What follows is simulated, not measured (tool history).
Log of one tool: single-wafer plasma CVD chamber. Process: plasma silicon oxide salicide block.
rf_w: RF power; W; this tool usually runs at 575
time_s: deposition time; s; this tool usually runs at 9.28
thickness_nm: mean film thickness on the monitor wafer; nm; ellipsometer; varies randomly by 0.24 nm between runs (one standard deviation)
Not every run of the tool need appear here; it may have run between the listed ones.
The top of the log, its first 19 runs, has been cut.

run    hour  rf_w  time_s  read-back reference wafer on the same gauge, thickness_nm  thickness_nm
 20  1408.9   505    9.28                                                    100.162        89.558
     1439.8  -- RF generator calibrated
 21  1448.7   505    9.28                                                    100.077        89.584
 22  1507.8   575    9.28                                                    100.187        92.581
 23  1552.7   575    8.06                                                     100.14        80.311
 24  1626.1   575    8.42                                                    100.036        83.817
 25    1720   545    8.57                                                    100.001        84.613
 26  1791.5   575    8.65                                                     99.993        86.472
 27  1872.1   575    9.28                                                     99.869        92.088
 28  1916.8   575    9.28                                                     99.878         92.35
 29  1958.1   650    8.42                                                     99.927        86.438

Expected results for the next run?
 30  2045.2   505    9.93                                                          ?             ?

{"run 30": {"read-back reference wafer on the same gauge, thickness_nm": 99.953, "thickness_nm": 95.581}}
Were there no unlogged condition in the tool, this run, its random variation unchanged, would have produced thickness_nm 97.848 nm.
